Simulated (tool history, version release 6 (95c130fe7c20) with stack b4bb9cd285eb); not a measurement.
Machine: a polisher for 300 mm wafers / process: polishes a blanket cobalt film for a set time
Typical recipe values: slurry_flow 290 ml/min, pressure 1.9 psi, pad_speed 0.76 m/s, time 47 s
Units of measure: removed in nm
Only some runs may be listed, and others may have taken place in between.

run    hour  slurry_flow  pressure  pad_speed  time  wafers since the last listed run  wafers polished on this pad  hours since the slurry nozzle was cleaned  hours since the head pressure was calibrated  incoming thickness of the incoming film, nm  removed
  1       0          290       1.9       0.76    37                                 0                         2287                                      336.9                                         213.7                                         1024    113.4
  2    41.3          290       1.9       0.76    37                               253                         2540                                      378.2                                           255                                       1037.4    110.5
  3    95.7          290       1.9       0.76    47                               333                         2873                                      432.6                                         309.4                                       1020.9    135.7
      117.3  -- worn pad replaced by a new one
      133.9  -- slurry nozzle cleaned
  4   165.8          290       1.9       0.76    47                               399                          291                                       31.9                                         379.5                                       1027.4    154.6
  5   214.7          290       1.9       0.76    47                               299                          591                                       80.8                                         428.4                                         1046    155.6
  6   238.8          290       1.9       0.76    47                               147                          739                                      104.9                                         452.5                                       1022.4    156.5
  7   426.4          290       1.9       0.76    47                              1150                         1889                                      292.5                                         640.1                                       1021.7    147.4
  8     477          290       1.9       0.76    47                               310                         2199                                      343.1                                         690.7                                       1054.9    145.2
  9   544.8          290       1.9       0.76    47                               415                         2615                                      410.9                                         758.5                                       1048.2    139.8
 10   569.9          290       1.9       0.76    47                               153                         2769                                        436                                         783.6                                       1038.3    135.1
      598.5  -- slurry nozzle cleaned
      620.8  -- worn pad replaced by a new one
 11   638.7          290       1.9       0.88    47                               391                          109                                       40.2                                         852.4                                       1024.9    179.9
 12   671.1          290       1.9       0.76    36                               198                          308                                       72.6                                         884.8                                       1048.9    120.5
 13   736.2          290       1.9       0.76    58                               399                          707                                      137.7                                         949.9                                       1043.6      192
 14   785.9          310       1.7       0.76    47                               304                         1012                                      187.4                                         999.6                                       1055.9    138.4
 15   829.9          310       1.7       0.76    47                               269                         1281                                      231.4                                        1043.6                                       1044.3      138
 16   874.1          290       1.9       0.76    47                               271                         1552                                      275.6                                        1087.8                                       1030.6    150.2
 17   939.9          290       1.5       0.76    62                               403                         1956                                      341.4                                        1153.6                                       1048.9    152.6
 18     967          375       1.9       0.76    47                               166                         2122                                      368.5                                        1180.7                                       1023.7    151.7
 19  1038.7          235       1.4       0.94    58                               439                         2562                                      440.2                                        1252.4                                       1026.6    152.5
 20  1064.7          195       1.9       0.64    40                               159                         2721                                      466.2                                        1278.4                                       1046.9     90.3
     1076.6  -- slurry nozzle cleaned
     1106.5  -- worn pad replaced by a new one
 21  1127.9          290       1.9        0.6    38                               356                          131                                       51.3                                        1341.6                                         1018     99.2
     1146.5  -- head pressure recalibrated
 22  1166.6          260       1.9        0.6    41                               225                          356                                         90                                          20.1                                       1028.3    105.3
 23  1210.7          385       2.5       0.62    57                               270                          626                                      134.1                                          64.2                                       1041.9    207.1
 24  1273.2          290       1.9       0.76    47                               383                         1010                                      196.6                                         126.7                                       1027.3    152.2
 25  1351.1          290       1.9       0.76    47                               477                         1487                                      274.5                                         204.6                                       1053.1    152.2
 26  1400.2          290       1.9       0.76    47                               301                         1788                                      323.6                                         253.7                                       1028.8    147.9
 27  1470.3          290       1.4       0.76    47                               429                         2218                                      393.7                                         323.8                                       1033.7      107
     1519.7  -- slurry nozzle cleaned
 28  1541.6          290       1.9       0.76    47                               431                         2649                                       21.9                                         395.1                                       1039.7    148.5
 29  1576.7          290       1.9       0.76    47                               215                         2864                                         57                                         430.2                                       1052.8    144.3
 30  1603.4          260       2.4       0.84    41                               163                         3028                                       83.7                                         456.9                                       1056.1    172.6
     1625.3  -- worn pad replaced by a new one
 31  1628.6          260       1.9        0.6    41                               129                           20                                      108.9                                         482.1                                       1059.2    106.6
 32  1835.1          290       1.9       0.54    47                              1266                         1286                                      315.4                                         688.6                                       1051.3    107.2
 33  1882.1          290       1.7       0.76    47                               288                         1574                                      362.4                                         735.6                                       1029.5    131.9
 34  1928.2          260       1.9       0.62    57                               282                         1857                                      408.5                                         781.7                                       1044.4    141.1
     1968.2  -- slurry nozzle cleaned
 35    1976          330       1.9       0.76    51                               286                         2144                                        7.8                                         829.5                                       1049.2    167.1
 36  2002.4          290       1.9       0.54    47                               161                         2306                                       34.2                                         855.9                                       1023.9    105.9
 37  2051.2          290       1.3       0.76    36                               299                         2605                                         83                                         904.7                                       1041.1     77.7
     2071.7  -- worn pad replaced by a new one
 38  2093.7          290       1.9       0.76    47                               236                          135                                      125.5                                         947.2                                       1044.9    156.1

3 ways to go on from here, each from the tool as it stands after run 38. What would each give?
  A  2094.1          290       1.9       0.76    47                                 2                          137                                      125.9                                         947.6                                       1039.4        ?
  B  2094.1          290       1.9       0.58    60                                 2                          137                                      125.9                                         947.6                                       1039.4        ?
  C  2094.1          245       2.3       0.64    47                                 2                          137                                      125.9                                         947.6                                       1039.4        ?

run  removed
  A    156.8
  B    152.7
  C    156.7
The same runs, with their run-to-run variation unchanged, on a tool lacking any hidden condition would have given:
run  removed
  A    157.7
  B    153.6
  C    157.8
